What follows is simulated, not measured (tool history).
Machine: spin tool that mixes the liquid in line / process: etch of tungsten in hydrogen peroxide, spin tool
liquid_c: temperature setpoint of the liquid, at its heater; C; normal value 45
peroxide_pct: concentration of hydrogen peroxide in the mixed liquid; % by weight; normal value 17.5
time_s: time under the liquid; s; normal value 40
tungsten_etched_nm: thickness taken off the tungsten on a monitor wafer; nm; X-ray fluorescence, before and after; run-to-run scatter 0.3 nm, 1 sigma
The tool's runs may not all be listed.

run,hour,liquid_c,peroxide_pct,time_s,wafers since the last listed run,hours since the thermometer was replaced,hours since the peroxide flow meter was replaced,hours since the heated supply line was repaired,hours since the drum of peroxide was connected,hours since the gauge calibration,"read-back film thickness of the tungsten reference wafer, read on the same gauge (nm)",tungsten_etched_nm
1,0,40,17.5,40,0,463,194.5,1123.7,103.2,373.9,89.97,28.62
2,61.2,45,17.5,40,762,524.2,255.7,1184.9,164.4,435.1,90.01,39.26
3,121.2,48.5,16,40,747,584.2,315.7,1244.9,224.4,495.1,90,46.96
4,151.2,45,17.5,40,373,614.2,345.7,1274.9,254.4,525.1,89.98,39.56
5,201.2,45,22,40,623,664.2,395.7,1324.9,304.4,575.1,90.01,43.8
6,228.6,49,19,65,341,691.6,423.1,1352.3,331.8,602.5,89.98,84.8
7,262.5,45,15,50,422,725.5,457,1386.2,365.7,636.4,90,45.37
# hour 317.1: thermometer replaced
8,319.1,38.5,20,50,692,2,513.6,1442.8,422.3,693,89.99,34.04
# hour 339.8: heated supply line repaired
9,353.6,38.5,20.5,50,417,36.5,548.1,13.8,456.8,727.5,90.02,34.04
10,382.9,35,17.5,40,365,65.8,577.4,43.1,486.1,756.8,89.97,20.2
# hour 413.5: new drum of peroxide connected
11,420.5,45,15,40,456,103.4,615,80.7,7,794.4,89.97,36.08
12,469.1,54.5,21.5,20,605,152,663.6,129.3,55.6,843,90.01,37.76
13,510,50.5,19.5,25,509,192.9,704.5,170.2,96.5,883.9,90.01,35.68
14,553.5,49,13,40,542,236.4,748,213.7,140,927.4,90,42.22
15,581.8,45,17.5,40,352,264.7,776.3,242,168.3,955.7,90.05,38.15
16,610.5,45,17.5,40,357,293.4,805,270.7,197,984.4,90.01,38.24
17,670.7,40.5,17.5,55,750,353.6,865.2,330.9,257.2,1044.6,90,38.39

The next listed run, before its measurement:
18,711.8,45,22,55,512,394.7,906.3,372,298.3,1085.7,?,?

Run 18 measured read-back film thickness of the tungsten reference wafer, read on the same gauge (nm) 90, tungsten_etched_nm 58.31 nm.
Without the tool's hidden state the same run would have given tungsten_etched_nm 62.84 nm.
